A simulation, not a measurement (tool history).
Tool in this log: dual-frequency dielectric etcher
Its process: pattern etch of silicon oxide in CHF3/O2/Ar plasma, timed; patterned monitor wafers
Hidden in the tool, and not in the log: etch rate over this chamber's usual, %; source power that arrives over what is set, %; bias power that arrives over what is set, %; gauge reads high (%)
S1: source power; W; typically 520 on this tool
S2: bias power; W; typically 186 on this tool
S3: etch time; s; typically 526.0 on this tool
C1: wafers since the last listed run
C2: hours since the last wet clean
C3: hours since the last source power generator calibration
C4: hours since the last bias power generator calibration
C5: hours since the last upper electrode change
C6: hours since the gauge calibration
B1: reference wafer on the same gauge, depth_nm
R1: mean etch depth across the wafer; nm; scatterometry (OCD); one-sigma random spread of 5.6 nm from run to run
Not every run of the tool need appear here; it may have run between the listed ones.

{"run": 1, "hour": 0.0, "S1": 520, "S2": 186, "S3": 526.0, "C1": 0, "C2": 352.8, "C3": 3493.8, "C4": 3250.5, "C5": 2384.2, "C6": 251.3, "B1": 1011.4, "R1": 930.6}
{"run": 2, "hour": 17.8, "S1": 520, "S2": 186, "S3": 526.0, "C1": 55, "C2": 370.6, "C3": 3511.6, "C4": 3268.3, "C5": 2402.0, "C6": 269.1, "B1": 1017.0, "R1": 931.0}
{"run": 3, "hour": 36.9, "S1": 520, "S2": 186, "S3": 526.0, "C1": 59, "C2": 389.7, "C3": 3530.7, "C4": 3287.4, "C5": 2421.1, "C6": 288.2, "B1": 1015.6, "R1": 928.9}
{"run": 4, "hour": 51.8, "S1": 520, "S2": 186, "S3": 526.0, "C1": 46, "C2": 404.6, "C3": 3545.6, "C4": 3302.3, "C5": 2436.0, "C6": 303.1, "B1": 1014.3, "R1": 937.3}
{"run": 5, "hour": 85.4, "S1": 520, "S2": 186, "S3": 526.0, "C1": 104, "C2": 438.2, "C3": 3579.2, "C4": 3335.9, "C5": 2469.6, "C6": 336.7, "B1": 1013.2, "R1": 936.1}
{"run": 6, "hour": 106.3, "S1": 430, "S2": 186, "S3": 526.0, "C1": 64, "C2": 459.1, "C3": 3600.1, "C4": 3356.8, "C5": 2490.5, "C6": 357.6, "B1": 1012.5, "R1": 895.9}
{"run": 7, "hour": 141.6, "S1": 520, "S2": 205, "S3": 526.0, "C1": 109, "C2": 494.4, "C3": 3635.4, "C4": 3392.1, "C5": 2525.8, "C6": 392.9, "B1": 1013.3, "R1": 963.9}
{"run": 8, "hour": 176.9, "S1": 520, "S2": 205, "S3": 526.0, "C1": 109, "C2": 529.7, "C3": 3670.7, "C4": 3427.4, "C5": 2561.1, "C6": 428.2, "B1": 1016.1, "R1": 970.4}
{"hour": 217.6, "done": "source power generator calibrated"}
{"hour": 229.8, "done": "wet clean of the chamber"}
{"hour": 241.8, "done": "upper electrode replaced"}
{"run": 9, "hour": 279.2, "S1": 520, "S2": 205, "S3": 526.0, "C1": 229, "C2": 49.4, "C3": 61.6, "C4": 3529.7, "C5": 37.4, "C6": 530.5, "B1": 1012.6, "R1": 923.2}
{"run": 10, "hour": 306.0, "S1": 550, "S2": 186, "S3": 461.5, "C1": 83, "C2": 76.2, "C3": 88.4, "C4": 3556.5, "C5": 64.2, "C6": 557.3, "B1": 1014.8, "R1": 792.0}
{"run": 11, "hour": 326.9, "S1": 520, "S2": 173, "S3": 597.5, "C1": 64, "C2": 97.1, "C3": 109.3, "C4": 3577.4, "C5": 85.1, "C6": 578.2, "B1": 1017.2, "R1": 994.6}
{"run": 12, "hour": 407.9, "S1": 520, "S2": 173, "S3": 597.5, "C1": 251, "C2": 178.1, "C3": 190.3, "C4": 3658.4, "C5": 166.1, "C6": 659.2, "B1": 1013.2, "R1": 997.1}
{"run": 13, "hour": 460.3, "S1": 520, "S2": 186, "S3": 526.0, "C1": 162, "C2": 230.5, "C3": 242.7, "C4": 3710.8, "C5": 218.5, "C6": 711.6, "B1": 1014.0, "R1": 910.4}
{"run": 14, "hour": 474.8, "S1": 520, "S2": 186, "S3": 526.0, "C1": 44, "C2": 245.0, "C3": 257.2, "C4": 3725.3, "C5": 233.0, "C6": 726.1, "B1": 1014.3, "R1": 911.0}
{"run": 15, "hour": 499.4, "S1": 520, "S2": 173, "S3": 597.5, "C1": 76, "C2": 269.6, "C3": 281.8, "C4": 3749.9, "C5": 257.6, "C6": 750.7, "B1": 1013.1, "R1": 1009.9}
{"run": 16, "hour": 515.3, "S1": 520, "S2": 221, "S3": 526.0, "C1": 49, "C2": 285.5, "C3": 297.7, "C4": 3765.8, "C5": 273.5, "C6": 766.6, "B1": 1015.5, "R1": 966.0}
{"run": 17, "hour": 528.5, "S1": 590, "S2": 186, "S3": 526.0, "C1": 40, "C2": 298.7, "C3": 310.9, "C4": 3779.0, "C5": 286.7, "C6": 779.8, "B1": 1012.6, "R1": 950.6}
{"run": 18, "hour": 595.0, "S1": 400, "S2": 228, "S3": 603.5, "C1": 206, "C2": 365.2, "C3": 377.4, "C4": 3845.5, "C5": 353.2, "C6": 846.3, "B1": 1016.1, "R1": 1057.7}
{"run": 19, "hour": 618.5, "S1": 590, "S2": 186, "S3": 372.5, "C1": 72, "C2": 388.7, "C3": 400.9, "C4": 3869.0, "C5": 376.7, "C6": 869.8, "B1": 1014.1, "R1": 678.4}
{"hour": 630.8, "done": "bias power generator calibrated"}
{"hour": 634.2, "done": "gauge calibrated"}
{"run": 20, "hour": 653.4, "S1": 640, "S2": 186, "S3": 632.5, "C1": 95, "C2": 423.6, "C3": 435.8, "C4": 22.6, "C5": 411.6, "C6": 19.2, "B1": 1017.2, "R1": 1156.5}
{"run": 21, "hour": 677.2, "S1": 520, "S2": 186, "S3": 526.0, "C1": 73, "C2": 447.4, "C3": 459.6, "C4": 46.4, "C5": 435.4, "C6": 43.0, "B1": 1010.5, "R1": 927.1}
{"run": 22, "hour": 702.9, "S1": 520, "S2": 186, "S3": 593.0, "C1": 79, "C2": 473.1, "C3": 485.3, "C4": 72.1, "C5": 461.1, "C6": 68.7, "B1": 1013.1, "R1": 1043.0}

The next listed run, before its measurement:
{"run": 23, "hour": 732.8, "S1": 520, "S2": 218, "S3": 526.0, "C1": 92, "C2": 503.0, "C3": 515.2, "C4": 102.0, "C5": 491.0, "C6": 98.6, "B1": "?", "R1": "?"}

B1: 1014.4
R1: 979.1 nm
If the tool had no hidden condition, the same run with the same run-to-run variation would have returned R1 936.2 nm.
